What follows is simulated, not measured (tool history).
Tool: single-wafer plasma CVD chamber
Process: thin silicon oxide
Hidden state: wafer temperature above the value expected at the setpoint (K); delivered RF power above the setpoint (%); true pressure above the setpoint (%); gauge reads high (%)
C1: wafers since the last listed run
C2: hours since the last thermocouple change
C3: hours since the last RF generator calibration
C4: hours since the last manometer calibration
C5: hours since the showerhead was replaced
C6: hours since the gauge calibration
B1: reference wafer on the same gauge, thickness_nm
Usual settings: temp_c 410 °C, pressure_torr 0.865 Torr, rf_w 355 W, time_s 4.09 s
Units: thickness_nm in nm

Run 1, hour 0.0: usual settings; C1 0; C2 1663.4; C3 1354.7; C4 464.0; C5 3433.9; C6 61.4; B1 11.387. Result: thickness_nm 9.423 nm.
Run 2, hour 17.6: usual settings; C1 316; C2 1681.0; C3 1372.3; C4 481.6; C5 3451.5; C6 79.0; B1 11.395. Result: thickness_nm 9.377 nm.
Run 3, hour 38.3: usual settings; C1 372; C2 1701.7; C3 1393.0; C4 502.3; C5 3472.2; C6 99.7; B1 11.392. Result: thickness_nm 9.425 nm.
Run 4, hour 64.9: usual settings; C1 478; C2 1728.3; C3 1419.6; C4 528.9; C5 3498.8; C6 126.3; B1 11.395. Result: thickness_nm 9.435 nm.
Run 5, hour 92.2: usual settings; C1 490; C2 1755.6; C3 1446.9; C4 556.2; C5 3526.1; C6 153.6; B1 11.389. Result: thickness_nm 9.369 nm.
Run 6, hour 109.6: usual settings; C1 312; C2 1773.0; C3 1464.3; C4 573.6; C5 3543.5; C6 171.0; B1 11.396. Result: thickness_nm 9.383 nm.
Run 7, hour 140.4: usual settings; C1 553; C2 1803.8; C3 1495.1; C4 604.4; C5 3574.3; C6 201.8; B1 11.389. Result: thickness_nm 9.386 nm.
Run 8, hour 169.2: usual settings; C1 517; C2 1832.6; C3 1523.9; C4 633.2; C5 3603.1; C6 230.6; B1 11.388. Result: thickness_nm 9.333 nm.
At hour 185.9: showerhead replaced.
At hour 197.3: thermocouple changed; heater temperature recalibrated.
Run 9, hour 258.0: usual settings; C1 1308; C2 60.7; C3 1612.7; C4 722.0; C5 72.1; C6 319.4; B1 11.395. Result: thickness_nm 9.349 nm.
Run 10, hour 271.8: usual settings; C1 248; C2 74.5; C3 1626.5; C4 735.8; C5 85.9; C6 333.2; B1 11.399. Result: thickness_nm 9.273 nm.
Run 11, hour 289.8: usual settings; C1 323; C2 92.5; C3 1644.5; C4 753.8; C5 103.9; C6 351.2; B1 11.392. Result: thickness_nm 9.326 nm.
Run 12, hour 316.0: usual settings; C1 470; C2 118.7; C3 1670.7; C4 780.0; C5 130.1; C6 377.4; B1 11.398. Result: thickness_nm 9.315 nm.
At hour 347.5: RF generator calibrated.
Run 13, hour 348.4: usual settings but temp_c 422 °C, pressure_torr 1.028 Torr; C1 438; C2 151.1; C3 0.9; C4 812.4; C5 162.5; C6 409.8; B1 11.384. Result: thickness_nm 10.642 nm.
Run 14, hour 373.8: usual settings; C1 456; C2 176.5; C3 26.3; C4 837.8; C5 187.9; C6 435.2; B1 11.390. Result: thickness_nm 9.212 nm.
Run 15, hour 408.3: usual settings; C1 620; C2 211.0; C3 60.8; C4 872.3; C5 222.4; C6 469.7; B1 11.389. Result: thickness_nm 9.239 nm.
Run 16, hour 436.0: usual settings; C1 497; C2 238.7; C3 88.5; C4 900.0; C5 250.1; C6 497.4; B1 11.390. Result: thickness_nm 9.200 nm.
Run 17, hour 471.2: usual settings; C1 632; C2 273.9; C3 123.7; C4 935.2; C5 285.3; C6 532.6; B1 11.395. Result: thickness_nm 9.170 nm.
Run 18, hour 495.3: usual settings but pressure_torr 1.069 Torr, rf_w 415 W; C1 433; C2 298.0; C3 147.8; C4 959.3; C5 309.4; C6 556.7; B1 11.394. Result: thickness_nm 11.931 nm.
Run 19, hour 517.6: usual settings but pressure_torr 1.008 Torr, rf_w 390 W, time_s 4.33 s; C1 400; C2 320.3; C3 170.1; C4 981.6; C5 331.7; C6 579.0; B1 11.383. Result: thickness_nm 11.717 nm.
Run 20, hour 545.5: usual settings; C1 501; C2 348.2; C3 198.0; C4 1009.5; C5 359.6; C6 606.9; B1 11.377. Result: thickness_nm 9.189 nm.
At hour 554.8: capacitance manometer re-zeroed and calibrated.
At hour 572.9: gauge calibrated.
Run 21, hour 580.0: usual settings but pressure_torr 0.727 Torr; C1 476; C2 382.7; C3 232.5; C4 25.2; C5 394.1; C6 7.1; B1 11.376. Result: thickness_nm 8.124 nm.
Run 22, hour 601.5: usual settings but temp_c 423 °C, pressure_torr 1.069 Torr, rf_w 405 W, time_s 4.47 s; C1 386; C2 404.2; C3 254.0; C4 46.7; C5 415.6; C6 28.6; B1 11.398. Result: thickness_nm 13.163 nm.
Run 23, hour 628.3: usual settings but temp_c 405 °C, pressure_torr 0.694 Torr, rf_w 325 W, time_s 4.60 s; C1 481; C2 431.0; C3 280.8; C4 73.5; C5 442.4; C6 55.4; B1 11.395. Result: thickness_nm 8.255 nm.
Run 24, hour 652.9: usual settings but temp_c 419 °C, pressure_torr 1.014 Torr, time_s 3.42 s; C1 442; C2 455.6; C3 305.4; C4 98.1; C5 467.0; C6 80.0; B1 11.388. Result: thickness_nm 9.042 nm.
Run 25, hour 686.1: usual settings but temp_c 416 °C; C1 596; C2 488.8; C3 338.6; C4 131.3; C5 500.2; C6 113.2; B1 11.392. Result: thickness_nm 9.479 nm.
Run 26, hour 720.9: usual settings; C1 625; C2 523.6; C3 373.4; C4 166.1; C5 535.0; C6 148.0; B1 11.383. Result: thickness_nm 9.566 nm.
Run 27, hour 733.2: usual settings but temp_c 400 °C, rf_w 335 W, time_s 4.34 s; C1 221; C2 535.9; C3 385.7; C4 178.4; C5 547.3; C6 160.3; B1 11.386. Result: thickness_nm 9.761 nm.
Run 28, hour 766.8: usual settings but temp_c 398 °C, pressure_torr 0.688 Torr; C1 603; C2 569.5; C3 419.3; C4 212.0; C5 580.9; C6 193.9; B1 11.386. Result: thickness_nm 7.602 nm.

Forecast each of these 5 alternatives for the next run:
Run A, hour 767.2: usual settings but temp_c 399 °C; C1 7; C2 569.9; C3 419.7; C4 212.4; C5 581.3; C6 194.3; B1 ?. Result: thickness_nm ?.
Run B, hour 767.2: usual settings but pressure_torr 0.673 Torr; C1 7; C2 569.9; C3 419.7; C4 212.4; C5 581.3; C6 194.3; B1 ?. Result: thickness_nm ?.
Run C, hour 767.2: usual settings but temp_c 398 °C, pressure_torr 0.718 Torr, rf_w 375 W, time_s 3.76 s; C1 7; C2 569.9; C3 419.7; C4 212.4; C5 581.3; C6 194.3; B1 ?. Result: thickness_nm ?.
Run D, hour 767.2: usual settings but temp_c 422 °C, pressure_torr 0.929 Torr, rf_w 390 W, time_s 4.68 s; C1 7; C2 569.9; C3 419.7; C4 212.4; C5 581.3; C6 194.3; B1 ?. Result: thickness_nm ?.
Run E, hour 767.2: usual settings but rf_w 310 W; C1 7; C2 569.9; C3 419.7; C4 212.4; C5 581.3; C6 194.3; B1 ?. Result: thickness_nm ?.

run      B1  thickness_nm
  A  11.385         9.636
  B  11.385         7.430
  C  11.385         7.610
  D  11.385        12.110
  E  11.385         8.780
Without the tool's hidden state the same runs would have given:
run  thickness_nm
  A         9.792
  B         7.584
  C         7.761
  D        12.306
  E         8.923

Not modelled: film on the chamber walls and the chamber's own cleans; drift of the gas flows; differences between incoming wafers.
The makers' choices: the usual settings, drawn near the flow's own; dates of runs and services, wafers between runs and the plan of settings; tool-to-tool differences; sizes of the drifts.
